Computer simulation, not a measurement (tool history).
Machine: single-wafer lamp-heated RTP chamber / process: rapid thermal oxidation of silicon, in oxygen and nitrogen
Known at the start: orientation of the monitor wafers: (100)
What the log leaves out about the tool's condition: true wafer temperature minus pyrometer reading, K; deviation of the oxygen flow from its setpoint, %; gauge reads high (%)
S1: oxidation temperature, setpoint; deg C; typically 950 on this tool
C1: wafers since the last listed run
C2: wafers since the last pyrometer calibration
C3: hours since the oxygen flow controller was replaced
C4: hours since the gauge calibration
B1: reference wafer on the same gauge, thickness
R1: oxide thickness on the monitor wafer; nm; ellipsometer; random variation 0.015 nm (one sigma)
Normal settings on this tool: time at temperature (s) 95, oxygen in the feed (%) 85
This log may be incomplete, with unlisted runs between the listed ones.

Run 1, day 0.000: usual settings but time at temperature (s) 111; C1 0; C2 355; C3 3175.2; C4 56.1; B1 5.120. Result: R1 4.984 nm.
Run 2, day 0.800: usual settings; C1 267; C2 623; C3 3194.4; C4 75.3; B1 5.122. Result: R1 4.686 nm.
Run 3, day 1.200: usual settings; C1 133; C2 756; C3 3204.0; C4 84.9; B1 5.124. Result: R1 4.646 nm.
Run 4, day 1.733: usual settings; C1 178; C2 934; C3 3216.8; C4 97.7; B1 5.115. Result: R1 4.690 nm.
Run 5, day 2.033: usual settings; C1 100; C2 1034; C3 3224.0; C4 104.9; B1 5.120. Result: R1 4.693 nm.
Run 6, day 2.529: usual settings; C1 165; C2 1200; C3 3235.9; C4 116.8; B1 5.116. Result: R1 4.706 nm.
Run 7, day 2.800: usual settings; C1 90; C2 1290; C3 3242.4; C4 123.3; B1 5.120. Result: R1 4.739 nm.
Run 8, day 3.475: usual settings; C1 225; C2 1516; C3 3258.6; C4 139.5; B1 5.123. Result: R1 4.756 nm.
Run 9, day 3.804: usual settings; C1 109; C2 1626; C3 3266.5; C4 147.4; B1 5.122. Result: R1 4.751 nm.
Run 10, day 4.425: usual settings but S1 958 deg C; C1 207; C2 1833; C3 3281.4; C4 162.3; B1 5.126. Result: R1 5.084 nm.
At day 4.921: gauge calibrated.
At day 5.075: pyrometer window cleaned and pyrometer calibrated.
Run 11, day 5.096: usual settings but time at temperature (s) 54; C1 112; C2 7; C3 3297.5; C4 4.2; B1 5.118. Result: R1 3.716 nm.
Run 12, day 5.404: usual settings but S1 932 deg C, time at temperature (s) 109, oxygen in the feed (%) 98; C1 102; C2 110; C3 3304.9; C4 11.6; B1 5.122. Result: R1 4.521 nm.
At day 6.308: oxygen flow controller replaced.
Run 13, day 6.329: usual settings; C1 197; C2 307; C3 0.5; C4 33.8; B1 5.122. Result: R1 4.674 nm.
Run 14, day 6.471: usual settings but S1 979 deg C, time at temperature (s) 113, oxygen in the feed (%) 71; C1 47; C2 354; C3 3.9; C4 37.2; B1 5.122. Result: R1 5.937 nm.
Run 15, day 6.967: usual settings but time at temperature (s) 137; C1 165; C2 520; C3 15.8; C4 49.1; B1 5.117. Result: R1 5.497 nm.
Run 16, day 7.533: usual settings but S1 969 deg C, time at temperature (s) 70; C1 189; C2 709; C3 29.4; C4 62.7; B1 5.122. Result: R1 4.762 nm.
Run 17, day 8.096: usual settings; C1 187; C2 897; C3 42.9; C4 76.2; B1 5.119. Result: R1 4.711 nm.
Run 18, day 8.421: usual settings but time at temperature (s) 57, oxygen in the feed (%) 57; C1 108; C2 1005; C3 50.7; C4 84.0; B1 5.124. Result: R1 3.451 nm.
Run 19, day 8.733: usual settings; C1 104; C2 1110; C3 58.2; C4 91.5; B1 5.128. Result: R1 4.731 nm.
Run 20, day 9.375: usual settings but S1 958 deg C, time at temperature (s) 79; C1 214; C2 1324; C3 73.6; C4 106.9; B1 5.121. Result: R1 4.636 nm.

What was the tool's hidden state at every run in the log?
deviation of the oxygen flow from its setpoint, %: 0 in every run
gauge reads high (%): 0 in every run
H1: true wafer temperature minus pyrometer reading, K
run     H1
  1  0.189
  2  0.461
  3  0.653
  4  0.967
  5   1.17
  6   1.56
  7   1.79
  8   2.45
  9   2.81
 10   3.56
 11  0.667
 12  0.679
 13  0.849
 14  0.893
 15   1.08
 16   1.37
 17   1.73
 18   1.97
 19   2.22
 20   2.81
